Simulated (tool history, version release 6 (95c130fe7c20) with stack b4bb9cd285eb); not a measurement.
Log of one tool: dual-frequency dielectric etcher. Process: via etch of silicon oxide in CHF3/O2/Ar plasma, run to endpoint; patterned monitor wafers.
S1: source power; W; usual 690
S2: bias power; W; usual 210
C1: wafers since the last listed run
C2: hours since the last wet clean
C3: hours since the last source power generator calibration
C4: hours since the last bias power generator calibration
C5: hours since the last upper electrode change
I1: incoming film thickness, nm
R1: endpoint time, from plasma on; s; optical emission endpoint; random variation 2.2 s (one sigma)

| run | day | S1 | S2 | C1 | C2 | C3 | C4 | C5 | I1 | R1 |
|---|---|---|---|---|---|---|---|---|---|---|
| 1 | 0.000 | 690 | 210 | 0 | 200.5 | 932.8 | 1172.9 | 1739.5 | 793.2 | 345.7 |
| 2 | 1.838 | 730 | 210 | 296 | 244.6 | 976.9 | 1217.0 | 1783.6 | 796.4 | 343.3 |
| 3 | 3.992 | 690 | 243 | 348 | 296.3 | 1028.6 | 1268.7 | 1835.3 | 781.5 | 332.0 |
| 4 | 7.342 | 690 | 243 | 541 | 376.7 | 1109.0 | 1349.1 | 1915.7 | 784.5 | 327.3 |
| 5 | 13.479 | 690 | 210 | 991 | 524.0 | 1256.3 | 1496.4 | 2063.0 | 786.3 | 336.8 |
| 6 | 15.142 | 690 | 210 | 268 | 563.9 | 1296.2 | 1536.3 | 2102.9 | 793.4 | 337.0 |
|  | 16.446 | wet clean of the chamber |
| 7 | 16.888 | 690 | 210 | 120 | 10.6 | 1338.1 | 1578.2 | 2144.8 | 791.5 | 352.1 |
| 8 | 19.762 | 690 | 210 | 464 | 79.6 | 1407.1 | 1647.2 | 2213.8 | 793.2 | 351.3 |
| 9 | 23.450 | 690 | 210 | 595 | 168.1 | 1495.6 | 1735.7 | 2302.3 | 781.3 | 343.6 |
| 10 | 27.875 | 690 | 210 | 715 | 274.3 | 1601.8 | 1841.9 | 2408.5 | 783.8 | 336.4 |
|  | 28.708 | bias power generator calibrated |
| 11 | 29.983 | 690 | 210 | 313 | 324.9 | 1652.4 | 30.6 | 2459.1 | 779.9 | 341.6 |
| 12 | 33.125 | 690 | 210 | 507 | 400.3 | 1727.8 | 106.0 | 2534.5 | 793.7 | 342.0 |
| 13 | 36.000 | 690 | 210 | 464 | 469.3 | 1796.8 | 175.0 | 2603.5 | 784.2 | 339.3 |
| 14 | 38.829 | 650 | 160 | 457 | 537.2 | 1864.7 | 242.9 | 2671.4 | 791.3 | 362.0 |
| 15 | 41.300 | 850 | 195 | 399 | 596.5 | 1924.0 | 302.2 | 2730.7 | 788.4 | 321.1 |
| 16 | 43.938 | 690 | 192 | 426 | 659.8 | 1987.3 | 365.5 | 2794.0 | 785.7 | 338.1 |
|  | 45.054 | wet clean of the chamber |
| 17 | 46.396 | 790 | 188 | 235 | 32.2 | 2046.3 | 424.5 | 2853.0 | 789.8 | 344.5 |
|  | 47.388 | source power generator calibrated |
| 18 | 49.379 | 630 | 236 | 455 | 103.8 | 47.8 | 496.1 | 2924.6 | 778.0 | 346.0 |
|  | 52.612 | upper electrode replaced |
| 19 | 53.446 | 630 | 247 | 495 | 201.4 | 145.4 | 593.7 | 20.0 | 793.8 | 345.1 |
| 20 | 55.667 | 690 | 210 | 358 | 254.7 | 198.7 | 647.0 | 73.3 | 791.6 | 347.2 |
| 21 | 58.304 | 840 | 183 | 426 | 318.0 | 262.0 | 710.3 | 136.6 | 791.6 | 333.0 |
| 22 | 61.929 | 860 | 210 | 585 | 405.0 | 349.0 | 797.3 | 223.6 | 790.5 | 323.5 |
| 23 | 65.646 | 690 | 210 | 600 | 494.2 | 438.2 | 886.5 | 312.8 | 786.3 | 335.0 |
| 24 | 69.408 | 810 | 174 | 608 | 584.5 | 528.5 | 976.8 | 403.1 | 785.2 | 330.0 |

4 ways to go on from here, each from the tool as it stands after run 24. What would each give?
| A | 69.429 | 690 | 194 | 3 | 585.0 | 529.0 | 977.3 | 403.6 | 787.5 | ? |
| B | 69.429 | 690 | 195 | 3 | 585.0 | 529.0 | 977.3 | 403.6 | 787.5 | ? |
| C | 69.429 | 740 | 227 | 3 | 585.0 | 529.0 | 977.3 | 403.6 | 787.5 | ? |
| D | 69.429 | 630 | 174 | 3 | 585.0 | 529.0 | 977.3 | 403.6 | 787.5 | ? |

| run | R1 |
|---|---|
| A | 341.0 |
| B | 340.7 |
| C | 325.8 |
| D | 355.3 |
Without the tool's hidden state the same runs would have given:
| run | R1 |
|---|---|
| A | 354.0 |
| B | 353.7 |
| C | 338.2 |
| D | 368.8 |
